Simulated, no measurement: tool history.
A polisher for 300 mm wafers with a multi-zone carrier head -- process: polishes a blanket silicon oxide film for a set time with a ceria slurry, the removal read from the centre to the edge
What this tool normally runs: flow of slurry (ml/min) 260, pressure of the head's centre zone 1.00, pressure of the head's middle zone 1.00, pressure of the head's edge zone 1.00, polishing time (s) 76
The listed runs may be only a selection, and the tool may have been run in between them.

run    hour  flow of slurry (ml/min)  pressure of the head's centre zone  pressure of the head's middle zone  pressure of the head's edge zone  polishing time (s)  incoming thickness of the incoming film, nm  film removed at the wafer's centre (angstrom)  film removed at mid-radius (angstrom)  film removed at the wafer's edge (angstrom)
  1     0.0                      260                                1.00                                1.00                              1.00                  76                                       1820.1                                           2322                                   2489                                         2446
  2    61.2                      260                                1.00                                1.00                              1.00                  76                                       1828.4                                           2295                                   2476                                         2472
       76.7  -- centre zone pressure recalibrated
  3   134.2                      260                                1.00                                1.00                              1.00                  76                                       1816.5                                           2415                                   2441                                         2464
  4   182.6                      260                                0.94                                1.00                              1.00                  68                                       1802.5                                           2035                                   2163                                         2169
  5   250.0                      260                                0.94                                1.00                              1.00                  76                                       1788.0                                           2261                                   2396                                         2431
      322.9  -- carrier head's membrane replaced by a new one
  6   323.4                      260                                0.95                                1.00                              1.00                  76                                       1772.2                                           2250                                   2409                                         2393
      352.9  -- worn pad replaced by a new one
  7   390.0                      260                                1.00                                1.00                              1.09                  86                                       1797.1                                           2647                                   2721                                         2836
  8   491.7                      260                                1.00                                1.00                              1.00                  76                                       1808.8                                           2286                                   2404                                         2446
  9   536.7                      300                                0.93                                1.03                              1.00                  69                                       1783.4                                           1936                                   2262                                         2209
      603.5  -- slurry nozzle cleaned
 10   617.5                      260                                1.00                                1.00                              1.00                  76                                       1780.3                                           2365                                   2505                                         2473
      690.8  -- centre zone pressure recalibrated
 11   691.8                      340                                1.00                                0.97                              1.00                  83                                       1832.2                                           2793                                   2693                                         2726
      855.4  -- edge zone pressure recalibrated
 12   887.5                      260                                0.91                                0.91                              1.00                  76                                       1781.8                                           2176                                   2271                                         2400
 13   940.2                      260                                1.00                                1.00                              1.00                  76                                       1812.1                                           2394                                   2455                                         2434
 14   978.4                      175                                1.00                                1.00                              1.12                  76                                       1827.1                                           2227                                   2343                                         2514
     1002.2  -- worn pad replaced by a new one
 15  1025.0                      260                                0.95                                1.00                              1.00                  76                                       1810.8                                           2225                                   2436                                         2444
     1145.9  -- carrier head's membrane replaced by a new one
 16  1169.1                      260                                1.11                                1.00                              1.00                  93                                       1820.8                                           3026                                   2988                                         2930
 17  1217.5                      260                                1.00                                1.00                              1.00                  50                                       1809.6                                           1458                                   1604                                         1569
 18  1264.9                      260                                0.95                                1.00                              1.00                  76                                       1831.7                                           2096                                   2380                                         2400
 19  1308.0                      260                                0.97                                1.12                              0.90                  76                                       1813.1                                           2054                                   2622                                         2301
     1315.3  -- slurry nozzle cleaned
     1411.9  -- centre zone pressure recalibrated
 20  1412.4                      260                                0.95                                1.00                              1.00                  76                                       1836.8                                           2382                                   2520                                         2496
 21  1473.5                      260                                0.93                                1.00                              1.00                  76                                       1820.3                                           2336                                   2516                                         2510
 22  1532.6                      235                                1.00                                0.91                              1.00                  76                                       1807.4                                           2487                                   2272                                         2404

What was the tool's hidden state at every run in the log?
removal rate lost through wear of the pad, %: 0 on each run
deviation of the edge zone's pressure from its setpoint, %: 0 on each run
H1: slurry flow missing at the pad, %
H2: deviation of the centre zone's pressure from its setpoint, %
run    H1      H2
  1    31   -6.77
  2  34.7   -8.36
  3    38  -0.343
  4  39.8   -0.52
  5  41.8  -0.941
  6  43.5   -1.63
  7  44.6   -2.46
  8  45.9   -4.12
  9  46.4      -5
 10  6.25   -6.81
 11  15.9   -1.45
 12  31.6   -2.31
 13  34.3   -2.84
 14  35.8    -3.3
 15  37.5   -3.94
 16  41.1   -6.56
 17    42   -7.65
 18  42.7   -8.82
 19  43.2   -9.96
 20    14   0.182
 21    20   0.097
 22  24.6  -0.144
